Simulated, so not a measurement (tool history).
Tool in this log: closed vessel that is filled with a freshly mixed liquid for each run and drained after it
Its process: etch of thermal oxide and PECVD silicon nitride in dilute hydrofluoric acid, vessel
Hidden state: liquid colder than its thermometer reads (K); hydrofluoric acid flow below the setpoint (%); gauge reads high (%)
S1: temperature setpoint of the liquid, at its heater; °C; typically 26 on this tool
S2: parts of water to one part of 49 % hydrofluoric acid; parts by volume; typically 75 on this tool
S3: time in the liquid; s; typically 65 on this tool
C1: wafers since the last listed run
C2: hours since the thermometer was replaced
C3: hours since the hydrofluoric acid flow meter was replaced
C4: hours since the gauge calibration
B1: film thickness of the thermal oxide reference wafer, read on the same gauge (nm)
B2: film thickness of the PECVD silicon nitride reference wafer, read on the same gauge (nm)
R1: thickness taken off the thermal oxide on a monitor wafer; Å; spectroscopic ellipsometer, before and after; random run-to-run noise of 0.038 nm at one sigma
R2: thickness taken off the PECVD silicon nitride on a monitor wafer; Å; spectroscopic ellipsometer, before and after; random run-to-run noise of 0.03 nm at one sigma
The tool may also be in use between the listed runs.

run	hour	S1	S2	S3	C1	C2	C3	C4	B1	B2	R1	R2
1	0	26	75	75	0	1448.2	501.7	591.1	150.01	89.995	50.16	19.28
2	57.2	26	75	75	6709	1505.4	558.9	648.3	149.989	90.039	49.94	19.1
3	116.6	26	75	65	6967	1564.8	618.3	707.7	149.998	90.005	42.9	16.11
4	206.6	26	75	65	10557	1654.8	708.3	797.7	150.024	90.037	42.05	16.3
5	271.8	24.5	75	35	7648	1720	773.5	862.9	150.01	89.996	21.07	7.83
6	336.1	24.5	75	35	7542	1784.3	837.8	927.2	150.011	90.038	21.24	7.84
7	412.1	26	75	35	8914	1860.3	913.8	1003.2	150.006	89.986	22.34	8.52
8	478	26	75	65	7730	1926.2	979.7	1069.1	150.017	90.032	41.36	16.01
# hour 517.8: hydrofluoric acid flow meter replaced
# hour 572: thermometer replaced
9	576.1	26	75	65	11272	4.1	58.3	1167.2	149.985	90.03	44.18	17.29
10	616.5	26	75	65	4739	44.5	98.7	1207.6	150.009	90.011	43.89	16.16

The next listed run, before its measurement:
11	663.5	22	65	65	5513	91.5	145.7	1254.6	?	?	?	?

Run 11 gave B1 149.995, B2 89.985, R1 43.31 Å, R2 15.17 Å.
With no hidden state in the tool, this same run would have given R1 44.53 Å, R2 15.55 Å.
